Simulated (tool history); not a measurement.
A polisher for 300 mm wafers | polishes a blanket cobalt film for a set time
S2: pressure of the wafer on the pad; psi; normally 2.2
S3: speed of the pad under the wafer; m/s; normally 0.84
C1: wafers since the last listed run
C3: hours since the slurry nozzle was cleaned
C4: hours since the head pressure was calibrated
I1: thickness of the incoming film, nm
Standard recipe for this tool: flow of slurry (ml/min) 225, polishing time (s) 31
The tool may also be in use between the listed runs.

Run 1, hour 0: usual settings but S3 0.66 m/s; C1 0; wafers polished on this pad 2466; C3 334.7; C4 349.1; I1 980.7. Result: film removed (angstrom) 882.
At hour 58.5: slurry nozzle cleaned.
Run 2, hour 61.8: usual settings; C1 940; wafers polished on this pad 3406; C3 3.3; C4 410.9; I1 980. Result: film removed (angstrom) 1175.
At hour 81.8: worn pad replaced by a new one.
Run 3, hour 113.7: usual settings; C1 740; wafers polished on this pad 493; C3 55.2; C4 462.8; I1 971.7. Result: film removed (angstrom) 1166.
Run 4, hour 161.6: usual settings but polishing time (s) 23; C1 740; wafers polished on this pad 1234; C3 103.1; C4 510.7; I1 962.7. Result: film removed (angstrom) 880.
Run 5, hour 203.8: usual settings; C1 652; wafers polished on this pad 1886; C3 145.3; C4 552.9; I1 966.3. Result: film removed (angstrom) 1178.
Run 6, hour 265.5: usual settings; C1 954; wafers polished on this pad 2841; C3 207; C4 614.6; I1 961. Result: film removed (angstrom) 1157.
At hour 299.4: worn pad replaced by a new one.
Run 7, hour 381.6: usual settings; C1 1733; wafers polished on this pad 1271; C3 323.1; C4 730.7; I1 981.9. Result: film removed (angstrom) 1139.
Run 8, hour 451: usual settings but flow of slurry (ml/min) 185; C1 1073; wafers polished on this pad 2344; C3 392.5; C4 800.1; I1 959.1. Result: film removed (angstrom) 1081.
At hour 465.9: head pressure recalibrated.
At hour 494.5: slurry nozzle cleaned.
At hour 505.3: worn pad replaced by a new one.
Run 9, hour 548.9: usual settings but flow of slurry (ml/min) 245, S2 2.7 psi; C1 1405; wafers polished on this pad 674; C3 54.4; C4 83; I1 971.4. Result: film removed (angstrom) 1477.
Run 10, hour 644.9: usual settings but flow of slurry (ml/min) 245, S2 2.6 psi; C1 1484; wafers polished on this pad 2159; C3 150.4; C4 179; I1 963.7. Result: film removed (angstrom) 1386.

Predict the results of run 11:
At hour 730.7: worn pad replaced by a new one.
Run 11, hour 732.5: usual settings but flow of slurry (ml/min) 245, S2 2.6 psi; C1 1292; wafers polished on this pad 27; C3 238; C4 266.6; I1 974.8. Result: film removed (angstrom) ?.

film removed (angstrom): 1375
Take away the tool's hidden state, keep the run-to-run variation as it was, and the same run would have given film removed (angstrom) 1396.
